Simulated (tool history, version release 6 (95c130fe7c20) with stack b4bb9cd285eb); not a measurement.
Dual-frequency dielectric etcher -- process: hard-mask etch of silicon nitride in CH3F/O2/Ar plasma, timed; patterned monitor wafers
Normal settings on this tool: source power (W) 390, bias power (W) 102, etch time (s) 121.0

run	hour	source power (W)	bias power (W)	etch time (s)	read-back reference wafer on the same gauge, depth_nm	mean etch depth across the wafer (nm)
1	0.0	420	85	121.0	77.8	86.6
2	44.8	420	85	121.0	77.8	86.1
3	109.3	390	102	106.5	77.7	81.4
4	160.1	390	102	106.5	77.8	82.1
5	199.9	390	102	121.0	77.7	93.7
6	284.2	390	114	121.0	77.7	101.3
# hour 328.1: wet clean of the chamber
7	348.7	390	114	121.0	77.7	97.1
8	516.1	310	102	121.0	77.6	83.9
9	568.0	390	102	121.0	77.6	94.8
# hour 646.2: wet clean of the chamber
10	687.3	390	102	121.0	77.7	92.8
11	737.6	390	116	99.0	77.7	81.1
12	765.4	390	102	121.0	77.6	93.7
# hour 833.2: upper electrode replaced
13	833.7	390	102	121.0	77.7	93.8
# hour 882.6: gauge calibrated
# hour 1004.4: bias power generator calibrated
# hour 1027.6: wet clean of the chamber
14	1028.1	390	102	113.0	77.7	82.1
15	1057.8	330	110	154.5	77.8	109.1
16	1096.6	390	116	121.0	77.6	96.1
17	1128.0	330	110	154.5	77.7	111.1
18	1159.4	390	102	121.0	77.7	90.8
19	1194.3	470	102	147.5	77.7	120.8
20	1264.5	420	125	89.5	77.7	77.9
# hour 1361.4: wet clean of the chamber
21	1373.3	390	102	121.0	77.8	89.2
# hour 1379.8: source power generator calibrated
22	1442.9	390	78	157.0	77.8	101.8
23	1476.3	430	102	121.0	77.7	95.2
24	1545.8	390	102	151.5	77.7	115.1
25	1578.0	390	102	121.0	77.8	92.1
26	1636.3	300	79	150.5	77.7	88.1
27	1722.2	390	78	132.0	77.8	88.8
# hour 1773.6: wet clean of the chamber
28	1776.7	390	102	121.0	77.8	90.6

For each run, the measured value with the value that run would have given without the tool's hidden condition subtracted. The run-to-run variation is shared by both, the gauge scatter possibly not:
The tool's hidden condition here consists of: etch rate over this chamber's usual, %; source power that arrives over what is set, %; bias power that arrives over what is set, %; gauge reads high (%).
run	mean etch depth across the wafer (nm)
1	+2.2
2	+2.7
3	+3.3
4	+3.9
5	+4.9
6	+6.4
7	+2.6
8	+4.0
9	+5.1
10	+3.1
11	+3.3
12	+4.0
13	+4.8
14	-0.6
15	-0.3
16	+0.4
17	+1.0
18	+1.3
19	+2.3
20	+2.4
21	+0.4
22	+1.4
23	+1.9
24	+3.4
25	+3.2
26	+3.7
27	+4.6
28	+1.3
